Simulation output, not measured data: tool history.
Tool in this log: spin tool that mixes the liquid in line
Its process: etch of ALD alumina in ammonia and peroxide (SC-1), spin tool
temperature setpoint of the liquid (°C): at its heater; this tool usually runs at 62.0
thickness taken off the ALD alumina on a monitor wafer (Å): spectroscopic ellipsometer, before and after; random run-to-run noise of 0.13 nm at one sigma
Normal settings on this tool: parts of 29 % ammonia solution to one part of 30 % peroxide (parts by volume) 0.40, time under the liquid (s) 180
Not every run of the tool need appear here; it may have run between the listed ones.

run	day	temperature setpoint of the liquid (°C)	parts of 29 % ammonia solution to one part of 30 % peroxide (parts by volume)	time under the liquid (s)	read-back film thickness of the ALD alumina reference wafer, read on the same gauge (nm)	thickness taken off the ALD alumina on a monitor wafer (Å)
1	0.000	62.0	0.40	180	140.01	180.9
2	1.146	62.0	0.55	180	140.01	190.4
3	3.542	62.0	0.40	180	140.01	197.4
4	5.542	62.0	0.40	180	139.98	195.3
5	7.492	62.0	0.40	245	139.99	265.6
6	9.321	62.0	0.40	245	140.00	263.8
7	11.996	62.0	0.40	225	139.99	244.2
8	13.296	62.0	0.40	225	139.96	240.1
9	16.100	62.0	0.40	225	139.97	240.7
10	23.925	62.0	0.40	180	140.02	188.0
11	25.833	70.0	0.25	150	139.99	222.7
12	26.900	62.0	0.55	135	140.01	143.8
13	29.808	68.5	0.60	210	140.02	312.3
14	30.875	62.0	0.40	245	140.00	250.6
15	32.738	62.0	0.40	255	139.99	257.3
16	35.275	55.0	0.60	210	140.00	167.7
17	38.129	58.5	0.30	180	139.99	157.6
18	39.933	62.0	0.40	180	139.99	197.0
19	41.533	62.0	0.40	180	140.02	195.9
20	44.104	56.0	0.20	180	140.04	133.0

Between the runs listed above, the log contained 6 entries, not reproduced here. Where in the sequence does each belong, and how does what the log doesn't record of the tool's condition differ from the listed run before to the listed run after?
Between runs 2 and 3: heated supply line repaired (day 1.283)
  temperature lost on the way to the wafer (K): 1.62 -> 0.121
  measured value less the no-hidden-state value, thickness taken off the ALD alumina on a monitor wafer (Å): -16.4 -> -1.2
Between runs 8 and 9: new drum of ammonia solution connected (day 14.800)
  temperature lost on the way to the wafer (K): 0.618 -> 0.761
  measured value less the no-hidden-state value, thickness taken off the ALD alumina on a monitor wafer (Å): -7.6 -> -9.5
Between runs 10 and 11: thermometer replaced (day 25.608)
  temperature lost on the way to the wafer (K): 1.16 -> 1.26
  measured value less the no-hidden-state value, thickness taken off the ALD alumina on a monitor wafer (Å): -11.4 -> -14.0
Between runs 12 and 13: gauge calibrated (day 28.175)
  temperature lost on the way to the wafer (K): 1.31 -> 1.46
  measured value less the no-hidden-state value, thickness taken off the ALD alumina on a monitor wafer (Å): -9.9 -> -23.0
Between runs 14 and 15: ammonia flow meter replaced (day 32.475)
  temperature lost on the way to the wafer (K): 1.51 -> 1.61
  measured value less the no-hidden-state value, thickness taken off the ALD alumina on a monitor wafer (Å): -20.1 -> -22.0
Between runs 15 and 16: heated supply line repaired (day 34.000)
  temperature lost on the way to the wafer (K): 1.61 -> 0.121
  measured value less the no-hidden-state value, thickness taken off the ALD alumina on a monitor wafer (Å): -22.0 -> -1.0
